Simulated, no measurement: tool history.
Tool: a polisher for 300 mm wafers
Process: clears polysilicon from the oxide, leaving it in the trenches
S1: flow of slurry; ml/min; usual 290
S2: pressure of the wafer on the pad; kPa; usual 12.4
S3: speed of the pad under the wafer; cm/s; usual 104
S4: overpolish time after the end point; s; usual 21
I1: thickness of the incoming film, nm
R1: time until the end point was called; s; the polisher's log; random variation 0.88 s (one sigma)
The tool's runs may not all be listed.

run 1 hour=0.0 | S1=290 S2=12.4 S3=126 S4=26 | I1=692.2 | R1=72.5
-- hour=1.8 slurry nozzle cleaned
-- hour=2.4 worn pad replaced by a new one
run 2 hour=97.7 | S1=250 S2=12.4 S3=104 S4=21 | I1=679.5 | R1=81.1
run 3 hour=150.0 | S1=250 S2=12.4 S3=104 S4=21 | I1=688.6 | R1=86.2
run 4 hour=246.3 | S1=290 S2=14.5 S3=104 S4=21 | I1=691.7 | R1=77.2
-- hour=289.6 worn pad replaced by a new one
-- hour=515.8 head pressure recalibrated
run 5 hour=541.7 | S1=290 S2=14.5 S3=104 S4=21 | I1=687.1 | R1=75.8
-- hour=567.1 worn pad replaced by a new one
run 6 hour=578.2 | S1=290 S2=12.4 S3=104 S4=21 | I1=687.7 | R1=79.3
-- hour=608.8 slurry nozzle cleaned
run 7 hour=654.6 | S1=290 S2=12.4 S3=104 S4=21 | I1=690.9 | R1=80.1
run 8 hour=691.1 | S1=290 S2=12.4 S3=120 S4=21 | I1=692.1 | R1=71.6
run 9 hour=781.8 | S1=290 S2=12.4 S3=104 S4=21 | I1=703.5 | R1=86.8
-- hour=846.7 worn pad replaced by a new one, of another model than before
run 10 hour=886.4 | S1=345 S2=12.4 S3=104 S4=21 | I1=676.3 | R1=76.4
run 11 hour=991.8 | S1=220 S2=12.4 S3=90 S4=21 | I1=688.5 | R1=93.4
run 12 hour=1030.1 | S1=290 S2=12.4 S3=84 S4=27 | I1=687.7 | R1=95.4
-- hour=1089.4 worn pad replaced by a new one
run 13 hour=1111.9 | S1=390 S2=12.4 S3=80 S4=21 | I1=692.5 | R1=93.5
-- hour=1133.9 slurry nozzle cleaned
run 14 hour=1162.4 | S1=290 S2=12.4 S3=104 S4=21 | I1=693.6 | R1=80.9
run 15 hour=1260.4 | S1=195 S2=12.4 S3=74 S4=21 | I1=690.8 | R1=116.0

The tool's hidden state at each run:
slurry flow missing at the pad, %: 0 in every run
deviation of the head's pressure from its setpoint, %: 0 in every run
H1: removal rate lost through wear of the pad, %
run=1 H1=10.3
run=2 H1=3.08
run=3 H1=5.4
run=4 H1=12.3
run=5 H1=11.8
run=6 H1=0.37
run=7 H1=1.75
run=8 H1=3.16
run=9 H1=8.78
run=10 H1=0.373
run=11 H1=3.93
run=12 H1=6.24
run=13 H1=1.32
run=14 H1=2.21
run=15 H1=6.58

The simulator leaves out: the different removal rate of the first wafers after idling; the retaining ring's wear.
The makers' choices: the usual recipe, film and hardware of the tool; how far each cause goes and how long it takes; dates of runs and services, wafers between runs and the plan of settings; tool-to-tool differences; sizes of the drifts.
